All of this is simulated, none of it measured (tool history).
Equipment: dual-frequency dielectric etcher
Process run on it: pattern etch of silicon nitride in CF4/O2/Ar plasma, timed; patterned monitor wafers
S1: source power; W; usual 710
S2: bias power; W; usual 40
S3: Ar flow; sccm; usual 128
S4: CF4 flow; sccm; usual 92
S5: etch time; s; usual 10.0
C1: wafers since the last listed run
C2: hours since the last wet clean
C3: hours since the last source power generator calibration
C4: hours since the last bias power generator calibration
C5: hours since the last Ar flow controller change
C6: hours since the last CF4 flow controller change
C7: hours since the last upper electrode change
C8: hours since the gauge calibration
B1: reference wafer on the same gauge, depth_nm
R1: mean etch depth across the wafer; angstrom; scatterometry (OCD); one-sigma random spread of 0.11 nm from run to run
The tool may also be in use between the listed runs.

{"run": 1, "hour": 0.0, "S1": 710, "S2": 35, "S3": 128, "S4": 92, "S5": 10.0, "C1": 0, "C2": 584.2, "C3": 4266.0, "C4": 3406.0, "C5": 1567.7, "C6": 2971.4, "C7": 2209.0, "C8": 33.9, "B1": 21.7, "R1": 220.2}
{"run": 2, "hour": 15.3, "S1": 710, "S2": 35, "S3": 128, "S4": 92, "S5": 10.0, "C1": 320, "C2": 599.5, "C3": 4281.3, "C4": 3421.3, "C5": 1583.0, "C6": 2986.7, "C7": 2224.3, "C8": 49.2, "B1": 21.7, "R1": 222.9}
{"hour": 46.2, "done": "upper electrode replaced"}
{"run": 3, "hour": 46.7, "S1": 710, "S2": 47, "S3": 128, "S4": 92, "S5": 8.0, "C1": 154, "C2": 630.9, "C3": 4312.7, "C4": 3452.7, "C5": 1614.4, "C6": 3018.1, "C7": 0.5, "C8": 80.6, "B1": 21.69, "R1": 207.3}
{"run": 4, "hour": 47.1, "S1": 710, "S2": 40, "S3": 153, "S4": 92, "S5": 10.0, "C1": 8, "C2": 631.3, "C3": 4313.1, "C4": 3453.1, "C5": 1614.8, "C6": 3018.5, "C7": 0.9, "C8": 81.0, "B1": 21.7, "R1": 230.2}
{"hour": 51.5, "done": "source power generator calibrated"}
{"run": 5, "hour": 54.2, "S1": 710, "S2": 40, "S3": 128, "S4": 102, "S5": 10.0, "C1": 64, "C2": 638.4, "C3": 2.7, "C4": 3460.2, "C5": 1621.9, "C6": 3025.6, "C7": 8.0, "C8": 88.1, "B1": 21.7, "R1": 244.7}
{"run": 6, "hour": 71.2, "S1": 710, "S2": 40, "S3": 128, "S4": 102, "S5": 10.0, "C1": 355, "C2": 655.4, "C3": 19.7, "C4": 3477.2, "C5": 1638.9, "C6": 3042.6, "C7": 25.0, "C8": 105.1, "B1": 21.7, "R1": 244.4}
{"run": 7, "hour": 81.0, "S1": 710, "S2": 40, "S3": 128, "S4": 102, "S5": 10.0, "C1": 205, "C2": 665.2, "C3": 29.5, "C4": 3487.0, "C5": 1648.7, "C6": 3052.4, "C7": 34.8, "C8": 114.9, "B1": 21.68, "R1": 244.3}
{"hour": 105.0, "done": "wet clean of the chamber"}
{"run": 8, "hour": 105.5, "S1": 710, "S2": 40, "S3": 128, "S4": 92, "S5": 10.0, "C1": 10, "C2": 0.5, "C3": 54.0, "C4": 3511.5, "C5": 1673.2, "C6": 3076.9, "C7": 59.3, "C8": 139.4, "B1": 21.7, "R1": 213.7}
{"run": 9, "hour": 105.9, "S1": 710, "S2": 40, "S3": 128, "S4": 92, "S5": 10.0, "C1": 8, "C2": 0.9, "C3": 54.4, "C4": 3511.9, "C5": 1673.6, "C6": 3077.3, "C7": 59.7, "C8": 139.8, "B1": 21.69, "R1": 212.6}
{"hour": 114.5, "done": "Ar flow controller replaced"}
{"run": 10, "hour": 119.6, "S1": 710, "S2": 40, "S3": 128, "S4": 92, "S5": 10.0, "C1": 161, "C2": 14.6, "C3": 68.1, "C4": 3525.6, "C5": 5.1, "C6": 3091.0, "C7": 73.4, "C8": 153.5, "B1": 21.71, "R1": 212.5}
{"hour": 135.9, "done": "gauge calibrated"}
{"hour": 142.5, "done": "bias power generator calibrated"}
{"hour": 147.5, "done": "wet clean of the chamber, repeated, since the last time left the tool worse"}
{"run": 11, "hour": 148.0, "S1": 860, "S2": 49, "S3": 141, "S4": 92, "S5": 10.0, "C1": 405, "C2": 0.5, "C3": 96.5, "C4": 5.5, "C5": 33.5, "C6": 3119.4, "C7": 101.8, "C8": 12.1, "B1": 21.71, "R1": 303.0}
{"run": 12, "hour": 148.3, "S1": 710, "S2": 36, "S3": 128, "S4": 70, "S5": 10.0, "C1": 6, "C2": 0.8, "C3": 96.8, "C4": 5.8, "C5": 33.8, "C6": 3119.7, "C7": 102.1, "C8": 12.4, "B1": 21.7, "R1": 197.6}
{"hour": 163.3, "done": "CF4 flow controller replaced"}
{"run": 13, "hour": 163.8, "S1": 710, "S2": 40, "S3": 128, "S4": 102, "S5": 10.0, "C1": 198, "C2": 16.3, "C3": 112.3, "C4": 21.3, "C5": 49.3, "C6": 0.5, "C7": 117.6, "C8": 27.9, "B1": 21.69, "R1": 231.7}
{"run": 14, "hour": 166.6, "S1": 710, "S2": 40, "S3": 112, "S4": 103, "S5": 10.0, "C1": 58, "C2": 19.1, "C3": 115.1, "C4": 24.1, "C5": 52.1, "C6": 3.3, "C7": 120.4, "C8": 30.7, "B1": 21.69, "R1": 239.0}
{"run": 15, "hour": 180.2, "S1": 780, "S2": 32, "S3": 128, "S4": 92, "S5": 7.5, "C1": 284, "C2": 32.7, "C3": 128.7, "C4": 37.7, "C5": 65.7, "C6": 16.9, "C7": 134.0, "C8": 44.3, "B1": 21.69, "R1": 167.0}
{"run": 16, "hour": 191.7, "S1": 580, "S2": 37, "S3": 128, "S4": 101, "S5": 7.5, "C1": 240, "C2": 44.2, "C3": 140.2, "C4": 49.2, "C5": 77.2, "C6": 28.4, "C7": 145.5, "C8": 55.8, "B1": 21.72, "R1": 134.0}
{"run": 17, "hour": 200.7, "S1": 710, "S2": 49, "S3": 96, "S4": 92, "S5": 10.0, "C1": 188, "C2": 53.2, "C3": 149.2, "C4": 58.2, "C5": 86.2, "C6": 37.4, "C7": 154.5, "C8": 64.8, "B1": 21.73, "R1": 263.9}
{"run": 18, "hour": 218.3, "S1": 710, "S2": 40, "S3": 128, "S4": 92, "S5": 10.0, "C1": 368, "C2": 70.8, "C3": 166.8, "C4": 75.8, "C5": 103.8, "C6": 55.0, "C7": 172.1, "C8": 82.4, "B1": 21.73, "R1": 228.0}
{"run": 19, "hour": 226.9, "S1": 540, "S2": 48, "S3": 128, "S4": 77, "S5": 8.5, "C1": 180, "C2": 79.4, "C3": 175.4, "C4": 84.4, "C5": 112.4, "C6": 63.6, "C7": 180.7, "C8": 91.0, "B1": 21.69, "R1": 152.1}
{"run": 20, "hour": 242.5, "S1": 710, "S2": 40, "S3": 149, "S4": 92, "S5": 10.0, "C1": 326, "C2": 95.0, "C3": 191.0, "C4": 100.0, "C5": 128.0, "C6": 79.2, "C7": 196.3, "C8": 106.6, "B1": 21.69, "R1": 223.6}

How would selected steps in R1 from run to run divide? Give the signed amount a tool lacking its hidden state would still show from settings, what came in and random variation, and the signed amount left for the hidden state, including any gauge scatter that is not in both of the compared results.
The tool's hidden condition here consists of: etch rate over this chamber's usual, %; source power that arrives over what is set, %; bias power that arrives over what is set, %; Ar flow that arrives over what is set, %; CF4 flow that arrives over what is set, %; gauge reads high (%).
Run 7 -> 8: S4 102 -> 92, wet clean of the chamber. R1 -30.6 angstrom: hidden state -25.7, all else -4.9.
Run 10 -> 11: S1 710 -> 860, S2 40 -> 49, S3 128 -> 141, gauge calibrated, bias power generator calibrated, wet clean of the chamber, repeated, since the last time left the tool worse. R1 +90.5 angstrom: hidden state +13.5, all else +77.0.
Run 11 -> 12: S1 860 -> 710, S2 49 -> 36, S3 141 -> 128, S4 92 -> 70. R1 -105.4 angstrom: hidden state +0.6, all else -106.0.
Run 16 -> 17: S1 580 -> 710, S2 37 -> 49, S3 128 -> 96, S4 101 -> 92, S5 7.5 -> 10.0. R1 +129.9 angstrom: hidden state -0.3, all else +130.2.
